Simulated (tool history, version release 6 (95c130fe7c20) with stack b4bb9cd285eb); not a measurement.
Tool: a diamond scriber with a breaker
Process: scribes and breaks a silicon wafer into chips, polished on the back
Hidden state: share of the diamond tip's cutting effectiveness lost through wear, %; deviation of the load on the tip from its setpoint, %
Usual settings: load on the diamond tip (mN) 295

| run | hour | load on the diamond tip (mN) | wafers since the last listed run | hours since the diamond tip was replaced | hours since the load on the tip was calibrated | incoming depth of the damage left on the back of the incoming wafer, um | depth of the median crack under the scribed line (um) | chips rejected at inspection after the break (%) |
|---|---|---|---|---|---|---|---|---|
| 1 | 0.0 | 295 | 0 | 293.6 | 180.1 | 0.03 | 13.14 | 1.29 |
| 2 | 24.8 | 295 | 74 | 318.4 | 204.9 | 0.02 | 13.45 | 1.15 |
| 3 | 57.6 | 295 | 98 | 351.2 | 237.7 | 0.05 | 13.24 | 1.27 |
| 4 | 82.2 | 327 | 73 | 375.8 | 262.3 | 0.05 | 14.78 | 1.85 |
| 5 | 118.1 | 245 | 107 | 411.7 | 298.2 | 0.02 | 10.43 | 8.54 |
| 6 | 135.9 | 245 | 53 | 429.5 | 316.0 | 0.01 | 10.51 | 7.97 |
| 7 | 158.1 | 245 | 66 | 451.7 | 338.2 | 0.01 | 10.55 | 8.25 |
| 8 | 181.0 | 295 | 68 | 474.6 | 361.1 | 0.03 | 13.18 | 1.46 |
| 9 | 203.9 | 295 | 68 | 497.5 | 384.0 | 0.01 | 13.21 | 1.42 |
| 10 | 224.8 | 258 | 62 | 518.4 | 404.9 | 0.05 | 11.09 | 5.33 |
| 11 | 244.9 | 338 | 60 | 538.5 | 425.0 | 0.05 | 15.27 | 2.28 |
| 12 | 277.2 | 338 | 97 | 570.8 | 457.3 | 0.01 | 15.17 | 2.51 |
| 13 | 299.2 | 295 | 66 | 592.8 | 479.3 | 0.03 | 12.88 | 1.35 |

The next listed run, before its measurement:
| 14 | 327.6 | 364 | 85 | 621.2 | 507.7 | 0.04 | ? | ? |

depth of the median crack under the scribed line (um): 16.11
chips rejected at inspection after the break (%): 4.33
Without the tool's hidden state the same run would have given depth of the median crack under the scribed line (um) 16.89, chips rejected at inspection after the break (%) 6.23.
